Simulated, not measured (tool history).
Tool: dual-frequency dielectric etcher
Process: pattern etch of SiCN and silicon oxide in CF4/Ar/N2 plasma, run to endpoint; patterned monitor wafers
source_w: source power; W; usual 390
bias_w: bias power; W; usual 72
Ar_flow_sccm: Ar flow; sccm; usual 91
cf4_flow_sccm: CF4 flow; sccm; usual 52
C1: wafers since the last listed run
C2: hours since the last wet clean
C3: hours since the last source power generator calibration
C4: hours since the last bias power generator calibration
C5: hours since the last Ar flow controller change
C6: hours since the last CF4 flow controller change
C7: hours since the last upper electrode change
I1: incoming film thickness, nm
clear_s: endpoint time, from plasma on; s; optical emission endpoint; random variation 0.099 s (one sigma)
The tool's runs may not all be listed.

{"run": 1, "hour": 0.0, "source_w": 410, "bias_w": 72, "Ar_flow_sccm": 91, "cf4_flow_sccm": 52, "C1": 0, "C2": 276.2, "C3": 4110.4, "C4": 1679.9, "C5": 4967.7, "C6": 2061.9, "C7": 3172, "I1": 9.93, "clear_s": 13.2}
{"run": 2, "hour": 98.6, "source_w": 410, "bias_w": 72, "Ar_flow_sccm": 91, "cf4_flow_sccm": 52, "C1": 1453, "C2": 374.8, "C3": 4209, "C4": 1778.5, "C5": 5066.3, "C6": 2160.5, "C7": 3270.6, "I1": 9.85, "clear_s": 13.3}
{"run": 3, "hour": 198.7, "source_w": 390, "bias_w": 72, "Ar_flow_sccm": 91, "cf4_flow_sccm": 59, "C1": 1475, "C2": 474.9, "C3": 4309.1, "C4": 1878.6, "C5": 5166.4, "C6": 2260.6, "C7": 3370.7, "I1": 9.91, "clear_s": 13.4}
{"run": 4, "hour": 270.5, "source_w": 450, "bias_w": 72, "Ar_flow_sccm": 91, "cf4_flow_sccm": 52, "C1": 1058, "C2": 546.7, "C3": 4380.9, "C4": 1950.4, "C5": 5238.2, "C6": 2332.4, "C7": 3442.5, "I1": 10.06, "clear_s": 13}
{"run": 5, "hour": 324.8, "source_w": 450, "bias_w": 72, "Ar_flow_sccm": 91, "cf4_flow_sccm": 52, "C1": 800, "C2": 601, "C3": 4435.2, "C4": 2004.7, "C5": 5292.5, "C6": 2386.7, "C7": 3496.8, "I1": 9.86, "clear_s": 12.8}
{"hour": 365.9, "done": "wet clean of the chamber"}
{"run": 6, "hour": 393.6, "source_w": 390, "bias_w": 72, "Ar_flow_sccm": 91, "cf4_flow_sccm": 52, "C1": 660, "C2": 27.7, "C3": 4504, "C4": 2073.5, "C5": 5361.3, "C6": 2455.5, "C7": 3565.6, "I1": 9.98, "clear_s": 13.7}
{"hour": 448.7, "done": "upper electrode replaced, of another model than before"}
{"run": 7, "hour": 449.2, "source_w": 390, "bias_w": 72, "Ar_flow_sccm": 91, "cf4_flow_sccm": 52, "C1": 465, "C2": 83.3, "C3": 4559.6, "C4": 2129.1, "C5": 5416.9, "C6": 2511.1, "C7": 0.5, "I1": 9.82, "clear_s": 13.2}
{"run": 8, "hour": 510.5, "source_w": 390, "bias_w": 64, "Ar_flow_sccm": 91, "cf4_flow_sccm": 52, "C1": 903, "C2": 144.6, "C3": 4620.9, "C4": 2190.4, "C5": 5478.2, "C6": 2572.4, "C7": 61.8, "I1": 9.9, "clear_s": 13.9}
{"run": 9, "hour": 569.4, "source_w": 390, "bias_w": 64, "Ar_flow_sccm": 91, "cf4_flow_sccm": 52, "C1": 868, "C2": 203.5, "C3": 4679.8, "C4": 2249.3, "C5": 5537.1, "C6": 2631.3, "C7": 120.7, "I1": 9.94, "clear_s": 14.2}
{"hour": 576.0, "done": "CF4 flow controller replaced"}
{"hour": 632.3, "done": "bias power generator calibrated"}
{"run": 10, "hour": 673.2, "source_w": 390, "bias_w": 72, "Ar_flow_sccm": 81, "cf4_flow_sccm": 52, "C1": 1382, "C2": 307.3, "C3": 4783.6, "C4": 40.9, "C5": 5640.9, "C6": 97.2, "C7": 224.5, "I1": 9.97, "clear_s": 13.5}
{"hour": 697.6, "done": "Ar flow controller replaced"}
{"run": 11, "hour": 739.4, "source_w": 340, "bias_w": 72, "Ar_flow_sccm": 91, "cf4_flow_sccm": 42, "C1": 887, "C2": 373.5, "C3": 4849.8, "C4": 107.1, "C5": 41.8, "C6": 163.4, "C7": 290.7, "I1": 9.85, "clear_s": 14.6}
{"run": 12, "hour": 811.3, "source_w": 410, "bias_w": 72, "Ar_flow_sccm": 91, "cf4_flow_sccm": 52, "C1": 1059, "C2": 445.4, "C3": 4921.7, "C4": 179, "C5": 113.7, "C6": 235.3, "C7": 362.6, "I1": 9.95, "clear_s": 13.6}
{"hour": 865.6, "done": "source power generator calibrated"}
{"run": 13, "hour": 895.0, "source_w": 390, "bias_w": 82, "Ar_flow_sccm": 91, "cf4_flow_sccm": 40, "C1": 1174, "C2": 529.1, "C3": 29.4, "C4": 262.7, "C5": 197.4, "C6": 319, "C7": 446.3, "I1": 9.96, "clear_s": 14}
{"hour": 951.8, "done": "wet clean of the chamber"}
{"run": 14, "hour": 991.2, "source_w": 390, "bias_w": 87, "Ar_flow_sccm": 91, "cf4_flow_sccm": 44, "C1": 1064, "C2": 39.4, "C3": 125.6, "C4": 358.9, "C5": 293.6, "C6": 415.2, "C7": 542.5, "I1": 9.94, "clear_s": 13.1}
{"run": 15, "hour": 1030.0, "source_w": 460, "bias_w": 72, "Ar_flow_sccm": 91, "cf4_flow_sccm": 52, "C1": 571, "C2": 78.2, "C3": 164.4, "C4": 397.7, "C5": 332.4, "C6": 454, "C7": 581.3, "I1": 9.84, "clear_s": 12.6}
{"run": 16, "hour": 1089.4, "source_w": 450, "bias_w": 72, "Ar_flow_sccm": 100, "cf4_flow_sccm": 52, "C1": 875, "C2": 137.6, "C3": 223.8, "C4": 457.1, "C5": 391.8, "C6": 513.4, "C7": 640.7, "I1": 9.78, "clear_s": 12.9}
{"run": 17, "hour": 1137.8, "source_w": 290, "bias_w": 72, "Ar_flow_sccm": 70, "cf4_flow_sccm": 52, "C1": 713, "C2": 186, "C3": 272.2, "C4": 505.5, "C5": 440.2, "C6": 561.8, "C7": 689.1, "I1": 9.88, "clear_s": 14.4}
{"run": 18, "hour": 1229.2, "source_w": 390, "bias_w": 64, "Ar_flow_sccm": 91, "cf4_flow_sccm": 52, "C1": 1347, "C2": 277.4, "C3": 363.6, "C4": 596.9, "C5": 531.6, "C6": 653.2, "C7": 780.5, "I1": 9.79, "clear_s": 13.8}
{"run": 19, "hour": 1276.4, "source_w": 480, "bias_w": 72, "Ar_flow_sccm": 78, "cf4_flow_sccm": 45, "C1": 695, "C2": 324.6, "C3": 410.8, "C4": 644.1, "C5": 578.8, "C6": 700.4, "C7": 827.7, "I1": 9.95, "clear_s": 12.7}

Hidden state or all else? Some run-to-run changes of clear_s, split into what the settings, what came in and random variation would give without the hidden state, and what is left for the hidden state (with any gauge scatter that isn't in both results):
The hidden state here: etch rate over this chamber's usual, %; source power that arrives over what is set, %; bias power that arrives over what is set, %; Ar flow that arrives over what is set, %; CF4 flow that arrives over what is set, %.
Run 13 -> 14: bias_w 82 -> 87, cf4_flow_sccm 40 -> 44, wet clean of the chamber. clear_s -0.9 s: hidden state -0.8, all else -0.1.
Run 16 -> 17: source_w 450 -> 290, Ar_flow_sccm 100 -> 70. clear_s +1.5 s: hidden state +0.1, all else +1.4.
